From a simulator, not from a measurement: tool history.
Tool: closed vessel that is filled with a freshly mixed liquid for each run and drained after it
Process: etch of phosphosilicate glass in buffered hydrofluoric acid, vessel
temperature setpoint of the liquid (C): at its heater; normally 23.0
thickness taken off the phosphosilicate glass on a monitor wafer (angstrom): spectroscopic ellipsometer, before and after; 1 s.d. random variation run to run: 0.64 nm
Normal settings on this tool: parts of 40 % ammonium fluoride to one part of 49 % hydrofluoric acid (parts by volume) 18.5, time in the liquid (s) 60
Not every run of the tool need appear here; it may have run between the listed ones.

run	hour	temperature setpoint of the liquid (C)	parts of 40 % ammonium fluoride to one part of 49 % hydrofluoric acid (parts by volume)	time in the liquid (s)	read-back film thickness of the phosphosilicate glass reference wafer, read on the same gauge (nm)	thickness taken off the phosphosilicate glass on a monitor wafer (angstrom)
1	0.0	23.0	18.5	60	90.00	1300.0
2	50.6	23.0	18.5	60	89.99	1285.7
3	90.7	23.0	18.5	60	90.00	1285.8
4	136.0	23.0	18.5	60	89.98	1281.4
5	165.7	23.0	18.5	60	90.01	1284.7
6	206.2	23.0	18.5	60	89.99	1285.6
7	260.2	23.0	18.5	60	89.99	1266.2
8	287.6	23.0	18.5	60	90.00	1276.5
9	322.5	23.0	18.5	60	89.98	1271.8
10	360.6	23.0	18.5	60	90.01	1263.0
11	404.7	23.0	18.5	60	90.01	1268.2
12	441.0	23.0	18.5	60	89.99	1249.8
# hour 452.4: hydrofluoric acid flow meter replaced
13	472.9	23.0	18.5	60	90.04	1264.5
# hour 475.1: gauge calibrated
14	510.3	26.5	23.0	75	90.00	1612.3
15	581.7	25.0	13.0	60	90.00	1992.9
16	627.0	25.0	18.5	40	90.00	921.8
17	684.2	23.0	18.5	60	89.96	1243.9
18	745.6	25.0	18.5	60	90.00	1392.4
19	786.8	23.0	18.5	60	90.00	1250.2
# hour 857.6: thermometer replaced
20	910.0	25.5	18.5	60	90.00	1504.4
21	956.9	26.0	22.0	90	89.96	2006.7
22	983.0	23.0	18.5	60	89.99	1304.0
23	1023.2	19.5	18.5	45	90.01	810.1
24	1077.3	23.0	18.5	80	89.98	1736.0
25	1146.4	23.0	18.5	60	89.98	1301.6

Consider 4 possible next runs. They are alternatives, not a sequence: every one starts from the tool as it was left by run 25. What does each give?
A	1147.1	26.5	18.5	60	?	?
B	1147.1	23.0	12.5	60	?	?
C	1147.1	23.0	25.5	60	?	?
D	1147.1	18.5	18.5	60	?	?

run	read-back film thickness of the phosphosilicate glass reference wafer, read on the same gauge (nm)	thickness taken off the phosphosilicate glass on a monitor wafer (angstrom)
A	90.04	1579.0
B	90.04	1917.3
C	90.04	1021.3
D	90.04	1013.2
Stripped of hidden state, with their random variation kept, the same runs would have yielded:
run	thickness taken off the phosphosilicate glass on a monitor wafer (angstrom)
A	1632.7
B	1983.8
C	1057.0
D	1049.5
